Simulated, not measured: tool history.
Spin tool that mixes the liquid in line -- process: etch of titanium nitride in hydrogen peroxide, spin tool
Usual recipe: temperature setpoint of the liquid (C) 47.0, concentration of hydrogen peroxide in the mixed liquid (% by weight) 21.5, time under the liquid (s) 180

run   hour  temperature setpoint of the liquid (C)  concentration of hydrogen peroxide in the mixed liquid (% by weight)  time under the liquid (s)  wafers since the last listed run  hours since the thermometer was replaced  hours since the peroxide flow meter was replaced  hours since the heated supply line was repaired  hours since the drum of peroxide was connected  hours since the gauge calibration  read-back film thickness of the titanium nitride reference wafer, read on the same gauge (nm)  thickness taken off the titanium nitride on a monitor wafer (nm)
  1    0.0                                    47.0                                                                  21.5                        180                                 0                                    1707.0                                             864.9                                           2598.6                                           383.9                              163.2                                                                                         149.99                                                              4.46
  2  178.7                                    47.0                                                                  21.5                        180                              1552                                    1885.7                                            1043.6                                           2777.3                                           562.6                              341.9                                                                                         150.00                                                              4.42
     237.1  -- thermometer replaced
  3  265.4                                    47.0                                                                  21.5                        180                               744                                      28.3                                            1130.3                                           2864.0                                           649.3                              428.6                                                                                         150.02                                                              5.22
     306.1  -- peroxide flow meter replaced
  4  310.0                                    47.0                                                                  21.5                        180                               378                                      72.9                                               3.9                                           2908.6                                           693.9                              473.2                                                                                         150.00                                                              5.23
  5  371.8                                    47.0                                                                  21.5                        180                               536                                     134.7                                              65.7                                           2970.4                                           755.7                              535.0                                                                                         149.99                                                              5.10
  6  398.6                                    47.0                                                                  21.5                        180                               232                                     161.5                                              92.5                                           2997.2                                           782.5                              561.8                                                                                         150.03                                                              5.11
     404.7  -- heated supply line repaired
     420.3  -- new drum of peroxide connected
  7  431.3                                    47.0                                                                  21.5                        180                               266                                     194.2                                             125.2                                             26.6                                            11.0                              594.5                                                                                         150.02                                                              5.06
  8  533.1                                    55.5                                                                  16.5                        100                               884                                     296.0                                             227.0                                            128.4                                           112.8                              696.3                                                                                         149.98                                                              4.89
  9  572.6                                    44.0                                                                  21.5                        130                               343                                     335.5                                             266.5                                            167.9                                           152.3                              735.8                                                                                         150.02                                                              2.91
     592.5  -- gauge calibrated
 10  603.1                                    47.0                                                                  15.5                        180                               264                                     366.0                                             297.0                                            198.4                                           182.8                               10.6                                                                                         150.02                                                              4.71
 11  628.0                                    47.0                                                                  21.5                        180                               216                                     390.9                                             321.9                                            223.3                                           207.7                               35.5                                                                                         149.99                                                              5.05
 12  658.2                                    47.0                                                                  27.0                        230                               262                                     421.1                                             352.1                                            253.5                                           237.9                               65.7                                                                                         149.98                                                              6.73
 13  708.8                                    47.0                                                                  19.5                         70                               439                                     471.7                                             402.7                                            304.1                                           288.5                              116.3                                                                                         149.97                                                              1.91
 14  741.5                                    39.0                                                                  24.0                        210                               284                                     504.4                                             435.4                                            336.8                                           321.2                              149.0                                                                                         150.02                                                              3.25

Run-by-run hidden state of the tool:
peroxide flow below the setpoint (%): 0 on each run
temperature lost on the way to the wafer (K): 0 on each run
peroxide weaker than its label (%): 0 on each run
gauge reads high (%): 0 on each run
H1: liquid colder than its thermometer reads (K)
run      H1
  1    2.13
  2    2.35
  3  0.0584
  4   0.114
  5    0.19
  6   0.224
  7   0.264
  8   0.391
  9    0.44
 10   0.477
 11   0.508
 12   0.546
 13   0.609
 14   0.649
